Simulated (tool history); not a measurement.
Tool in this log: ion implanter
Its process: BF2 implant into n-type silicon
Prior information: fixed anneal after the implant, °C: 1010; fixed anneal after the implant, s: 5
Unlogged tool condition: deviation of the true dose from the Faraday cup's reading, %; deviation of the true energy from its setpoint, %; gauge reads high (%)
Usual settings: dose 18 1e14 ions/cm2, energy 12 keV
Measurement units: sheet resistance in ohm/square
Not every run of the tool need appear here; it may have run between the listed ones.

run,hour,dose,energy,wafers since the last listed run,hours since the last dose calibration,hours since the extraction supply was calibrated,hours since the gauge calibration,"read-back reference wafer on the same gauge, sheet resistance",sheet resistance
1,0,18,12,0,786.5,2636.5,771.6,251.05,250.75
# hour 48.7: Faraday cup replaced and dose calibrated
2,57.4,18,12,582,8.7,2693.9,829,251,250.71
3,140.2,18,12,975,91.5,2776.7,911.8,251.09,250.34
4,212.5,18,12,852,163.8,2849,984.1,250.92,251.4
5,289.3,18,14,905,240.6,2925.8,1060.9,251.03,233.05
6,340.8,18,12,606,292.1,2977.3,1112.4,250.94,250.98
7,380.1,18,12,463,331.4,3016.6,1151.7,250.94,251.43
# hour 460.5: gauge calibrated
8,467.2,18,12,1026,418.5,3103.7,6.7,250.84,250.88
9,604.1,18,12,1613,555.4,3240.6,143.6,250.97,251.55
10,672.7,16.39,12,808,624,3309.2,212.2,251.02,254.46
11,779.7,18,12,1260,731,3416.2,319.2,251.02,252.67
# hour 869: Faraday cup replaced and dose calibrated
12,869.5,18,12,964,0.5,3506,409,250.94,252.22
13,958,18,12,1042,89,3594.5,497.5,251.05,252.45
# hour 1052.1: extraction supply calibrated
14,1132.5,22.85,15,1962,263.5,80.4,672,251.14,215.38
15,1181.5,18,15,577,312.5,129.4,721,251.02,221.72
16,1238.7,19.48,15,674,369.7,186.6,778.2,250.99,220.15
17,1324.3,21.89,15,1008,455.3,272.2,863.8,250.86,216.66
18,1367.2,22.56,16,505,498.2,315.1,906.7,251.12,209.07

5 ways to go on from here, each from the tool as it stands after run 18. What would each give?
A,1367.6,18,12,4,498.6,315.5,907.1,?,?
B,1367.6,15.87,10.5,4,498.6,315.5,907.1,?,?
C,1367.6,13.05,12,4,498.6,315.5,907.1,?,?
D,1367.6,18,13,4,498.6,315.5,907.1,?,?
E,1367.6,18,15.5,4,498.6,315.5,907.1,?,?

run,"read-back reference wafer on the same gauge, sheet resistance",sheet resistance
A,251,249.08
B,251,269.76
C,251,260.38
D,251,239.51
E,251,218.95
The same runs, with their run-to-run variation unchanged, on a tool lacking any hidden condition would have given:
run,sheet resistance
A,248.32
B,268.98
C,259.59
D,238.76
E,218.22

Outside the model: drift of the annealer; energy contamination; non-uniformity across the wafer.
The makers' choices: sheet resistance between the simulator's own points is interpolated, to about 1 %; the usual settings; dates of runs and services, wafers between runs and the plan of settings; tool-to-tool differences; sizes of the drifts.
